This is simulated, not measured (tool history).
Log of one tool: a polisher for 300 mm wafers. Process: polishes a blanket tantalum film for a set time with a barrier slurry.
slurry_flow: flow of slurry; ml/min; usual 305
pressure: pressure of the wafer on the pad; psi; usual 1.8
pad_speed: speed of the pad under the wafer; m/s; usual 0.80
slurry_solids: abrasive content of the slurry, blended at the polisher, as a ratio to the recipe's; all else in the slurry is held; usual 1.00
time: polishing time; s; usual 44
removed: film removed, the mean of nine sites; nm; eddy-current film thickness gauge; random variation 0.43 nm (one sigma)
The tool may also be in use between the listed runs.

| run | hour | slurry_flow | pressure | pad_speed | slurry_solids | time | wafers since the last listed run | wafers polished on this pad | hours since the slurry nozzle was cleaned | hours since the head pressure was calibrated | hours since the slurry blender was calibrated | incoming thickness of the incoming film, nm | removed |
|---|---|---|---|---|---|---|---|---|---|---|---|---|---|
| 1 | 0.0 | 305 | 1.8 | 0.80 | 1.00 | 44 | 0 | 1098 | 463.4 | 1272.1 | 498.5 | 388.2 | 41.2 |
|  | 4.9 | slurry blender recalibrated |
| 2 | 14.1 | 305 | 1.8 | 0.80 | 1.00 | 49 | 69 | 1167 | 477.5 | 1286.2 | 9.2 | 396.3 | 50.4 |
| 3 | 26.8 | 305 | 1.8 | 0.80 | 1.00 | 49 | 72 | 1240 | 490.2 | 1298.9 | 21.9 | 390.6 | 50.2 |
|  | 40.3 | worn pad replaced by a new one |
| 4 | 50.8 | 305 | 1.8 | 0.80 | 1.00 | 44 | 114 | 60 | 514.2 | 1322.9 | 45.9 | 390.8 | 44.9 |
| 5 | 76.7 | 305 | 1.8 | 0.80 | 1.00 | 44 | 148 | 208 | 540.1 | 1348.8 | 71.8 | 391.3 | 45.2 |
|  | 80.5 | slurry nozzle cleaned |
| 6 | 92.1 | 305 | 1.8 | 0.80 | 1.00 | 44 | 82 | 290 | 11.6 | 1364.2 | 87.2 | 388.4 | 44.6 |
| 7 | 125.2 | 305 | 1.8 | 0.80 | 1.00 | 44 | 189 | 480 | 44.7 | 1397.3 | 120.3 | 396.9 | 44.8 |
| 8 | 137.7 | 305 | 1.8 | 0.80 | 1.00 | 44 | 71 | 551 | 57.2 | 1409.8 | 132.8 | 388.4 | 43.4 |
|  | 164.6 | head pressure recalibrated |
| 9 | 165.2 | 305 | 1.8 | 0.80 | 1.00 | 44 | 145 | 697 | 84.7 | 0.6 | 160.3 | 393.7 | 44.0 |
| 10 | 200.6 | 305 | 1.8 | 0.80 | 1.00 | 44 | 202 | 899 | 120.1 | 36.0 | 195.7 | 391.1 | 43.9 |
| 11 | 227.1 | 305 | 1.8 | 0.80 | 1.00 | 44 | 151 | 1051 | 146.6 | 62.5 | 222.2 | 386.9 | 43.3 |
|  | 248.6 | worn pad replaced by a new one |
| 12 | 255.2 | 305 | 1.5 | 0.80 | 1.00 | 35 | 137 | 37 | 174.7 | 90.6 | 250.3 | 393.2 | 28.5 |
| 13 | 280.6 | 240 | 1.8 | 0.80 | 1.00 | 44 | 145 | 183 | 200.1 | 116.0 | 275.7 | 391.5 | 42.3 |
| 14 | 309.8 | 255 | 1.8 | 0.80 | 1.00 | 44 | 166 | 350 | 229.3 | 145.2 | 304.9 | 389.5 | 42.1 |
| 15 | 326.6 | 305 | 1.8 | 0.98 | 1.00 | 44 | 96 | 446 | 246.1 | 162.0 | 321.7 | 392.3 | 53.1 |
| 16 | 355.9 | 350 | 1.8 | 0.98 | 1.00 | 44 | 167 | 613 | 275.4 | 191.3 | 351.0 | 390.3 | 53.1 |
| 17 | 387.9 | 305 | 1.8 | 0.80 | 0.85 | 57 | 182 | 796 | 307.4 | 223.3 | 383.0 | 393.1 | 51.1 |
| 18 | 417.3 | 305 | 1.8 | 0.80 | 1.00 | 44 | 168 | 964 | 336.8 | 252.7 | 412.4 | 397.8 | 42.1 |
|  | 423.7 | slurry blender recalibrated |
| 19 | 441.8 | 305 | 1.5 | 0.80 | 1.00 | 35 | 128 | 1093 | 361.3 | 277.2 | 18.1 | 392.6 | 30.1 |
|  | 464.7 | worn pad replaced by a new one |
| 20 | 475.6 | 260 | 1.8 | 0.80 | 1.00 | 44 | 170 | 62 | 395.1 | 311.0 | 51.9 | 384.3 | 45.0 |
| 21 | 498.4 | 305 | 1.5 | 0.80 | 1.00 | 50 | 130 | 192 | 417.9 | 333.8 | 74.7 | 392.9 | 42.7 |
| 22 | 516.7 | 395 | 1.4 | 0.56 | 1.00 | 44 | 104 | 297 | 436.2 | 352.1 | 93.0 | 392.2 | 25.0 |
| 23 | 543.1 | 370 | 1.8 | 0.80 | 1.25 | 44 | 150 | 448 | 462.6 | 378.5 | 119.4 | 393.0 | 49.2 |
| 24 | 571.9 | 305 | 1.5 | 0.80 | 1.00 | 35 | 164 | 612 | 491.4 | 407.3 | 148.2 | 393.2 | 29.7 |
| 25 | 589.6 | 375 | 1.8 | 0.80 | 0.75 | 44 | 101 | 714 | 509.1 | 425.0 | 165.9 | 391.4 | 41.1 |
| 26 | 608.8 | 305 | 1.8 | 0.80 | 1.00 | 44 | 109 | 823 | 528.3 | 444.2 | 185.1 | 391.3 | 44.1 |
|  | 634.5 | slurry nozzle cleaned |
| 27 | 643.1 | 335 | 1.8 | 0.98 | 1.00 | 56 | 190 | 1014 | 8.6 | 478.5 | 219.4 | 389.7 | 70.2 |
| 28 | 671.6 | 365 | 1.8 | 0.58 | 0.70 | 30 | 162 | 1177 | 37.1 | 507.0 | 247.9 | 390.2 | 19.3 |
| 29 | 702.4 | 305 | 2.0 | 1.06 | 1.25 | 55 | 176 | 1353 | 67.9 | 537.8 | 278.7 | 388.1 | 84.6 |

Forecast each of these 5 alternatives for the next run:
| A | 702.8 | 365 | 1.8 | 0.80 | 1.00 | 44 | 2 | 1355 | 68.3 | 538.2 | 279.1 | 390.3 | ? |
| B | 702.8 | 265 | 2.2 | 0.80 | 1.00 | 44 | 2 | 1355 | 68.3 | 538.2 | 279.1 | 390.3 | ? |
| C | 702.8 | 245 | 1.8 | 0.80 | 1.30 | 44 | 2 | 1355 | 68.3 | 538.2 | 279.1 | 390.3 | ? |
| D | 702.8 | 305 | 1.4 | 0.56 | 1.00 | 35 | 2 | 1355 | 68.3 | 538.2 | 279.1 | 390.3 | ? |
| E | 702.8 | 305 | 1.8 | 0.80 | 0.80 | 35 | 2 | 1355 | 68.3 | 538.2 | 279.1 | 390.3 | ? |

| run | removed |
|---|---|
| A | 44.0 |
| B | 52.2 |
| C | 45.7 |
| D | 18.8 |
| E | 31.8 |
Without the tool's hidden state the same runs would have given:
| run | removed |
|---|---|
| A | 46.3 |
| B | 54.8 |
| C | 47.6 |
| D | 19.7 |
| E | 33.7 |

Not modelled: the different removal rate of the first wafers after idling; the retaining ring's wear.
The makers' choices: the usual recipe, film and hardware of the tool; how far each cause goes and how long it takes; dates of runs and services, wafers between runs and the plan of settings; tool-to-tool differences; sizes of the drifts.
